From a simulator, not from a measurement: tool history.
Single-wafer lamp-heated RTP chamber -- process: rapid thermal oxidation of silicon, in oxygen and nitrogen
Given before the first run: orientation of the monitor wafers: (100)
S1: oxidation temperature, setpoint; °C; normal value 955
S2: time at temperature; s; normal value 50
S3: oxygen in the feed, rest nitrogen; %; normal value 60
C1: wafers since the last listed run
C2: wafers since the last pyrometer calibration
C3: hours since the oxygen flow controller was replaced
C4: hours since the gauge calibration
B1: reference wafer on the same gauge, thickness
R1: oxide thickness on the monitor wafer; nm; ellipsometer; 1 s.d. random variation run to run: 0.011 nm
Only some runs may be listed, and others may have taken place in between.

run    hour   S1  S2  S3    C1    C2      C3      C4     B1     R1
  1     0.0  955  50  60     0  3158  3272.9   697.5  4.024  3.597
  2    27.0  955  50  60   247  3405  3299.9   724.5  4.020  3.605
  3    93.4  955  50  60   607  4013  3366.3   790.9  4.019  3.624
  4   148.4  955  50  60   503  4516  3421.3   845.9  4.019  3.622
  5   214.6  955  50  60   605  5122  3487.5   912.1  4.023  3.594
  6   281.8  955  50  60   614  5737  3554.7   979.3  4.021  3.633
  7   331.9  955  50  60   458  6195  3604.8  1029.4  4.023  3.631
  8   397.2  955  50  60   597  6793  3670.1  1094.7  4.020  3.611
  9   464.7  955  50  60   617  7411  3737.6  1162.2  4.019  3.610
 10   505.1  955  50  60   369  7780  3778.0  1202.6  4.018  3.630
      539.8  -- pyrometer window cleaned and pyrometer calibrated
 11   542.7  955  50  60   270    26  3815.6  1240.2  4.018  3.555
 12   572.1  955  50  60   269   295  3845.0  1269.6  4.020  3.550
      593.4  -- oxygen flow controller replaced
 13   607.8  955  50  60   253   549    14.4  1305.3  4.018  3.572
 14   644.8  955  40  60   338   888    51.4  1342.3  4.022  3.307
 15   671.6  977  57  73   245  1133    78.2  1369.1  4.021  4.609
 16   710.4  955  35  82   355  1488   117.0  1407.9  4.023  3.438
      742.7  -- gauge calibrated
 17   743.1  935  34  60   299  1787   149.7     0.4  4.023  2.847
 18   917.1  955  50  60  1592  3379   323.7   174.4  4.020  3.610
 19   962.4  955  40  60   414  3794   369.0   219.7  4.023  3.351
 20   988.3  984  66  37   237  4031   394.9   245.6  4.019  4.195
 21  1032.9  955  44  46   408  4439   439.5   290.2  4.021  3.239
 22  1067.7  985  50  78   318  4757   474.3   325.0  4.019  4.761
 23  1101.1  955  50  86   305  5063   507.7   358.4  4.020  4.012
 24  1128.5  955  50  60   250  5314   535.1   385.8  4.021  3.623
 25  1174.9  955  50  60   424  5738   581.5   432.2  4.017  3.619

Hidden state or all else? Some run-to-run changes of R1, split into what the settings, what came in and random variation would give without the hidden state, and what is left for the hidden state (with any gauge scatter that isn't in both results):
Unlogged tool condition in this case: true wafer temperature minus pyrometer reading, K; deviation of the oxygen flow from its setpoint, %; gauge reads high (%).
Run 10 -> 11: pyrometer window cleaned and pyrometer calibrated. R1 -0.075 nm: hidden state -0.071, all else -0.004.
Run 14 -> 15: S1 955 -> 977, S2 40 -> 57, S3 60 -> 73. R1 +1.302 nm: hidden state +0.023, all else +1.279.
Run 21 -> 22: S1 955 -> 985, S2 44 -> 50, S3 46 -> 78. R1 +1.522 nm: hidden state +0.049, all else +1.473.
